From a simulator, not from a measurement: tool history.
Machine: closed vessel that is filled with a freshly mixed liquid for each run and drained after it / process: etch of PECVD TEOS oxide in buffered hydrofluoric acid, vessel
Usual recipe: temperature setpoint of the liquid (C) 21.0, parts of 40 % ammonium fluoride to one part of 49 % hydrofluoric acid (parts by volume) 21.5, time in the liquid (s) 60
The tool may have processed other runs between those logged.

run    hour  temperature setpoint of the liquid (C)  parts of 40 % ammonium fluoride to one part of 49 % hydrofluoric acid (parts by volume)  time in the liquid (s)  read-back film thickness of the PECVD TEOS oxide reference wafer, read on the same gauge (nm)  thickness taken off the PECVD TEOS oxide on a monitor wafer (nm)
  1     0.0                                    21.0                                                                                     28.0                      60                                                                                          90.03                                                             27.54
  2    57.0                                    21.0                                                                                     21.5                      60                                                                                          89.98                                                             33.28
  3   102.7                                    21.0                                                                                     21.5                      60                                                                                          90.00                                                             33.41
  4   129.0                                    19.0                                                                                     21.5                      70                                                                                          89.99                                                             34.85
  5   167.6                                    21.0                                                                                     21.5                      60                                                                                          90.00                                                             33.09
  6   227.7                                    21.0                                                                                     21.5                      60                                                                                          90.02                                                             33.20
  7   272.0                                    21.0                                                                                     21.5                      60                                                                                          89.98                                                             33.02
  8   337.7                                    21.0                                                                                     21.5                      60                                                                                          90.03                                                             32.82
  9   370.7                                    21.0                                                                                     21.5                      60                                                                                          89.99                                                             32.99
 10   430.1                                    21.0                                                                                     21.5                      60                                                                                          90.00                                                             32.54
      445.6  -- hydrofluoric acid flow meter replaced
      452.1  -- gauge calibrated
 11   488.4                                    21.0                                                                                     21.5                      60                                                                                          90.02                                                             35.84
 12   527.3                                    21.0                                                                                     21.5                      60                                                                                          90.01                                                             35.70
 13   598.7                                    17.0                                                                                     16.5                      45                                                                                          90.05                                                             27.13
 14   627.0                                    21.0                                                                                     13.5                      60                                                                                          90.04                                                             56.32
 15   687.2                                    23.0                                                                                     21.5                      60                                                                                          90.03                                                             39.87
      692.7  -- thermometer replaced
 16   717.1                                    17.5                                                                                     29.0                      60                                                                                          89.98                                                             23.79
 17   744.6                                    19.0                                                                                     21.5                      70                                                                                          89.98                                                             37.01
 18   809.9                                    21.0                                                                                     15.5                      60                                                                                          90.04                                                             47.94
 19   835.1                                    21.0                                                                                     21.5                      60                                                                                          90.00                                                             35.41
 20   859.8                                    25.5                                                                                     29.5                      80                                                                                          90.01                                                             48.89
 21   890.9                                    17.0                                                                                     21.5                      45                                                                                          89.95                                                             21.21
 22   958.3                                    21.0                                                                                     17.5                      90                                                                                          90.02                                                             62.62
 23  1018.9                                    21.0                                                                                     21.5                      60                                                                                          89.93                                                             34.96

What would each run have given without the hidden state, its run-to-run variation left as it was?
Hidden state at play: liquid colder than its thermometer reads (K); hydrofluoric acid flow below the setpoint (%); gauge reads high (%).
run  thickness taken off the PECVD TEOS oxide on a monitor wafer (nm)
  1                                                             29.91
  2                                                             35.88
  3                                                             36.10
  4                                                             37.71
  5                                                             35.88
  6                                                             36.11
  7                                                             35.99
  8                                                             35.90
  9                                                             36.14
 10                                                             35.77
 11                                                             35.93
 12                                                             35.85
 13                                                             27.42
 14                                                             57.03
 15                                                             40.33
 16                                                             24.10
 17                                                             37.55
 18                                                             49.14
 19                                                             36.07
 20                                                             50.03
 21                                                             21.66
 22                                                             64.84
 23                                                             35.93

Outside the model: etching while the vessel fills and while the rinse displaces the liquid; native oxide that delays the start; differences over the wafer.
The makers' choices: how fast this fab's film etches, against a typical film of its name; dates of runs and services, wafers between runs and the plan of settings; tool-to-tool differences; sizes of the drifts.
